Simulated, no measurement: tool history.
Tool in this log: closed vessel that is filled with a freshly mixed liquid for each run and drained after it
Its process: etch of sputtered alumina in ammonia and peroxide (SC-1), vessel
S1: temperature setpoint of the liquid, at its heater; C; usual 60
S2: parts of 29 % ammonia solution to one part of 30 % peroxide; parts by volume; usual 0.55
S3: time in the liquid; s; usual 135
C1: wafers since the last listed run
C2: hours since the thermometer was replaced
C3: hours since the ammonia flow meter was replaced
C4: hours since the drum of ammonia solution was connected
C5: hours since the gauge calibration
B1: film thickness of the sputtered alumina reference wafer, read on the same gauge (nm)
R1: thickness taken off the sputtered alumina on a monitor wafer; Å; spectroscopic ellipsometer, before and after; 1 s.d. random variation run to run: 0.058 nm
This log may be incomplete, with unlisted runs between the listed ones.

{"run": 1, "hour": 0.0, "S1": 60, "S2": 0.55, "S3": 190, "C1": 0, "C2": 2038.7, "C3": 884.5, "C4": 625.2, "C5": 35.2, "B1": 110.02, "R1": 213.3}
{"run": 2, "hour": 8.3, "S1": 66, "S2": 0.55, "S3": 135, "C1": 1007, "C2": 2047, "C3": 892.8, "C4": 633.5, "C5": 43.5, "B1": 110, "R1": 205.8}
{"run": 3, "hour": 21.3, "S1": 66, "S2": 0.55, "S3": 135, "C1": 1577, "C2": 2060, "C3": 905.8, "C4": 646.5, "C5": 56.5, "B1": 110.05, "R1": 205.2}
{"run": 4, "hour": 35.0, "S1": 66, "S2": 0.55, "S3": 135, "C1": 1662, "C2": 2073.7, "C3": 919.5, "C4": 660.2, "C5": 70.2, "B1": 110.01, "R1": 205.7}
{"run": 5, "hour": 52.6, "S1": 60, "S2": 0.55, "S3": 135, "C1": 2136, "C2": 2091.3, "C3": 937.1, "C4": 677.8, "C5": 87.8, "B1": 109.99, "R1": 149.8}
{"run": 6, "hour": 59.4, "S1": 60, "S2": 0.55, "S3": 135, "C1": 825, "C2": 2098.1, "C3": 943.9, "C4": 684.6, "C5": 94.6, "B1": 110.03, "R1": 150.6}
{"run": 7, "hour": 72.6, "S1": 60, "S2": 0.55, "S3": 135, "C1": 1602, "C2": 2111.3, "C3": 957.1, "C4": 697.8, "C5": 107.8, "B1": 110.02, "R1": 151.3}
{"run": 8, "hour": 85.2, "S1": 60, "S2": 0.55, "S3": 135, "C1": 1529, "C2": 2123.9, "C3": 969.7, "C4": 710.4, "C5": 120.4, "B1": 109.96, "R1": 149.5}
{"run": 9, "hour": 92.4, "S1": 60, "S2": 0.55, "S3": 135, "C1": 873, "C2": 2131.1, "C3": 976.9, "C4": 717.6, "C5": 127.6, "B1": 110.03, "R1": 150.2}
{"run": 10, "hour": 106.2, "S1": 60, "S2": 0.55, "S3": 135, "C1": 1674, "C2": 2144.9, "C3": 990.7, "C4": 731.4, "C5": 141.4, "B1": 110.06, "R1": 150.1}
{"run": 11, "hour": 118.5, "S1": 60, "S2": 0.55, "S3": 135, "C1": 1492, "C2": 2157.2, "C3": 1003, "C4": 743.7, "C5": 153.7, "B1": 109.99, "R1": 150.3}
{"run": 12, "hour": 131.2, "S1": 60, "S2": 0.55, "S3": 135, "C1": 1541, "C2": 2169.9, "C3": 1015.7, "C4": 756.4, "C5": 166.4, "B1": 110, "R1": 150.4}
{"run": 13, "hour": 158.1, "S1": 68, "S2": 0.55, "S3": 135, "C1": 3264, "C2": 2196.8, "C3": 1042.6, "C4": 783.3, "C5": 193.3, "B1": 109.98, "R1": 225.3}
{"hour": 165.2, "done": "thermometer replaced"}
{"run": 14, "hour": 172.8, "S1": 68.5, "S2": 0.45, "S3": 210, "C1": 1662, "C2": 7.6, "C3": 1057.3, "C4": 798, "C5": 208, "B1": 109.94, "R1": 393.8}
{"hour": 182.7, "done": "gauge calibrated"}
{"run": 15, "hour": 183.3, "S1": 60, "S2": 0.65, "S3": 165, "C1": 1274, "C2": 18.1, "C3": 1067.8, "C4": 808.5, "C5": 0.6, "B1": 110.01, "R1": 209.2}
{"run": 16, "hour": 195.7, "S1": 60, "S2": 0.55, "S3": 135, "C1": 1504, "C2": 30.5, "C3": 1080.2, "C4": 820.9, "C5": 13, "B1": 110.01, "R1": 167.9}
{"run": 17, "hour": 202.0, "S1": 60, "S2": 0.55, "S3": 135, "C1": 764, "C2": 36.8, "C3": 1086.5, "C4": 827.2, "C5": 19.3, "B1": 109.99, "R1": 168.5}

Estimate the outcome of run 18 from the log above:
{"hour": 209.5, "done": "ammonia flow meter replaced"}
{"run": 18, "hour": 211.6, "S1": 60, "S2": 0.55, "S3": 210, "C1": 1043, "C2": 46.4, "C3": 2.1, "C4": 836.8, "C5": 28.9, "B1": "?", "R1": "?"}

{"run 18": {"B1": 110.03, "R1": 262.7}}
The same run, on a tool lacking any hidden state, would have yielded R1 267.3 Å.
